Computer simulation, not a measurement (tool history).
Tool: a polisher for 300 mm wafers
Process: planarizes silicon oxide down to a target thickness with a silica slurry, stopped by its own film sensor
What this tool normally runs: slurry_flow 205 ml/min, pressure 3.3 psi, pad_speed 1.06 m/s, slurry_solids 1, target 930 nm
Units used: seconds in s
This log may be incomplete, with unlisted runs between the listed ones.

run,hour,slurry_flow,pressure,pad_speed,slurry_solids,target,wafers since the last listed run,wafers polished on this pad,hours since the slurry nozzle was cleaned,hours since the head pressure was calibrated,hours since the slurry blender was calibrated,hours since the conditioning disc was replaced,"incoming thickness of the incoming film, nm",seconds
1,0,205,3.3,1.06,0.8,930,0,3908,376.6,486.2,267.1,391.7,1220.4,142.5
# hour 7.6: worn pad replaced by a new one
# hour 35.9: slurry blender recalibrated
# hour 51.5: conditioning disc replaced and pad reconditioned
2,83.6,205,3.3,1.06,0.8,930,793,755,460.2,569.8,47.7,32.1,1229.4,130.6
3,131.7,205,3.3,1.06,1,930,505,1261,508.3,617.9,95.8,80.2,1228,126.8
4,207.1,205,3.3,1.06,1,930,791,2052,583.7,693.3,171.2,155.6,1232.5,129.4
5,243.7,205,3.3,1.06,1,930,384,2437,620.3,729.9,207.8,192.2,1240.1,133
# hour 312.9: worn pad replaced by a new one
# hour 335.5: slurry blender recalibrated
# hour 342: slurry nozzle cleaned
6,406.3,205,3.3,1.06,1.1,930,1634,949,64.3,892.5,70.8,354.8,1222.9,129.7
7,445.4,205,3.3,1.06,1.1,930,410,1360,103.4,931.6,109.9,393.9,1224,132.6
8,520.9,205,3.3,1.06,1,930,792,2153,178.9,1007.1,185.4,469.4,1231,142.9
9,591.5,190,3.3,1.06,1,930,741,2894,249.5,1077.7,256,540,1227.3,141.6
# hour 616.6: conditioning disc replaced and pad reconditioned
10,670.1,205,2.9,1.06,1,930,804,3699,328.1,1156.3,334.6,53.5,1231.4,139.1
# hour 678.6: worn pad replaced by a new one
# hour 691: slurry blender recalibrated
11,749.6,205,2.9,1.06,1,930,771,724,407.6,1235.8,58.6,133,1230.6,146.9
12,848.8,205,2.2,1.06,1,968,1041,1765,506.8,1335,157.8,232.2,1243.1,175.5
# hour 946.4: head pressure recalibrated
# hour 1014.2: worn pad replaced by a new one
13,1025,205,3.3,1.06,1,1020,1787,113,683,78.6,334,408.4,1238.9,102.1
# hour 1049.6: slurry blender recalibrated
# hour 1063.4: conditioning disc replaced and pad reconditioned
14,1125.6,205,3.3,1.32,1,1009,1014,1127,783.6,179.2,76,62.2,1234.8,80.9
# hour 1165.5: slurry nozzle cleaned
15,1205.3,205,3.8,1.06,0.75,930,826,1954,39.8,258.9,155.7,141.9,1233,127.2
16,1253,205,3.3,1.06,1,930,500,2455,87.5,306.6,203.4,189.6,1227,129.9
17,1313.7,205,4,1.06,0.9,829,637,3092,148.2,367.3,264.1,250.3,1216.4,150.9
# hour 1386.9: worn pad replaced by a new one
18,1393.1,205,3.3,1.06,1,930,791,65,227.6,446.7,343.5,329.7,1204.4,125.6
# hour 1417.3: slurry blender recalibrated
19,1499.6,145,3.3,0.74,1.25,930,1097,1162,334.1,553.2,82.3,436.2,1237.8,177.5
# hour 1514.5: conditioning disc replaced and pad reconditioned
20,1581.6,205,3.3,1.42,1,1024,840,2002,416.1,635.2,164.3,67.1,1218.5,65.1
21,1648.9,205,3.9,1.06,1,930,706,2709,483.4,702.5,231.6,134.4,1205.5,99.8
22,1703.1,205,2.3,0.74,0.85,930,569,3278,537.6,756.7,285.8,188.6,1205.9,218.6

List, for all runs, the conditions of the tool that the log does not record:
removal rate lost through wear of the pad, %: 0, the same for each run
slurry flow missing at the pad, %: 0, the same for each run
deviation of the head's pressure from its setpoint, %: 0, the same for each run
abrasive missing from the slurry, %: 0, the same for each run
H1: time polished since the conditioner stopped cutting, s
run,H1
1,226
2,43.5
3,69.8
4,111
5,131
6,220
7,241
8,282
9,321
10,46.4
11,89.8
12,144
13,240
14,62.9
15,106
16,132
17,166
18,209
19,267
20,46.9
21,83.6
22,113

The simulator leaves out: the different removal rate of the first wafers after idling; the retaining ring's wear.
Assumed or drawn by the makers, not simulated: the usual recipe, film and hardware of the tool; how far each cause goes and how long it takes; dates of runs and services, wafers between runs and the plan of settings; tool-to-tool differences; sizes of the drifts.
